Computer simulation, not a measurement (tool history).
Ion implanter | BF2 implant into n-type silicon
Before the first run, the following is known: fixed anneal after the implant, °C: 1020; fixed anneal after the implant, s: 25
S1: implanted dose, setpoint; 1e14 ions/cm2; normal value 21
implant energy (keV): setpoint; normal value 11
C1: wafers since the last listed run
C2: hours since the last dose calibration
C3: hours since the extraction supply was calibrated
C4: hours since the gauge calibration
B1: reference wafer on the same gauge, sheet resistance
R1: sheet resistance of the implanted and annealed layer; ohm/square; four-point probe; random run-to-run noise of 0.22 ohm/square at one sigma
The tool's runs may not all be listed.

run 1 hour=0 | S1=21 implant_energy_(keV)=11 | C1=0 C2=810.4 C3=6983.1 C4=135.7 | B1=136.08 | R1=143.71
run 2 hour=40.2 | S1=21 implant_energy_(keV)=11 | C1=539 C2=850.6 C3=7023.3 C4=175.9 | B1=136.14 | R1=143.5
run 3 hour=99.7 | S1=21 implant_energy_(keV)=11 | C1=799 C2=910.1 C3=7082.8 C4=235.4 | B1=136.19 | R1=143.78
run 4 hour=166.5 | S1=21 implant_energy_(keV)=11 | C1=897 C2=976.9 C3=7149.6 C4=302.2 | B1=136.25 | R1=144.26
run 5 hour=220.8 | S1=21 implant_energy_(keV)=11 | C1=729 C2=1031.2 C3=7203.9 C4=356.5 | B1=136.42 | R1=143.58
run 6 hour=254.7 | S1=21 implant_energy_(keV)=13 | C1=455 C2=1065.1 C3=7237.8 C4=390.4 | B1=136.64 | R1=137.51
-- hour=311.7 extraction supply calibrated
run 7 hour=312.2 | S1=21 implant_energy_(keV)=13 | C1=664 C2=1122.6 C3=0.5 C4=447.9 | B1=136.7 | R1=138.21
-- hour=355.9 Faraday cup replaced and dose calibrated
run 8 hour=376.4 | S1=19.05 implant_energy_(keV)=9.5 | C1=754 C2=20.5 C3=64.7 C4=512.1 | B1=136.84 | R1=150.5
run 9 hour=443.7 | S1=23.7 implant_energy_(keV)=11 | C1=903 C2=87.8 C3=132 C4=579.4 | B1=137.13 | R1=144.31
run 10 hour=499.6 | S1=21 implant_energy_(keV)=11 | C1=750 C2=143.7 C3=187.9 C4=635.3 | B1=137.37 | R1=145.04
run 11 hour=536.3 | S1=15.43 implant_energy_(keV)=11 | C1=492 C2=180.4 C3=224.6 C4=672 | B1=137.51 | R1=148.44
run 12 hour=565.4 | S1=21 implant_energy_(keV)=11 | C1=390 C2=209.5 C3=253.7 C4=701.1 | B1=137.63 | R1=145.54
run 13 hour=624.9 | S1=16.39 implant_energy_(keV)=13.5 | C1=799 C2=269 C3=313.2 C4=760.6 | B1=137.98 | R1=140.57
run 14 hour=664.7 | S1=22.73 implant_energy_(keV)=10 | C1=534 C2=308.8 C3=353 C4=800.4 | B1=138.06 | R1=149.6

Predict the results of run 15:
run 15 hour=702.1 | S1=21 implant_energy_(keV)=11 | C1=502 C2=346.2 C3=390.4 C4=837.8 | B1=? | R1=?

For run 15 the tool returned B1 138.37, R1 146.42 ohm/square.
Take away the tool's hidden state, keep the run-to-run variation as it was, and the same run would have given R1 143.97 ohm/square.

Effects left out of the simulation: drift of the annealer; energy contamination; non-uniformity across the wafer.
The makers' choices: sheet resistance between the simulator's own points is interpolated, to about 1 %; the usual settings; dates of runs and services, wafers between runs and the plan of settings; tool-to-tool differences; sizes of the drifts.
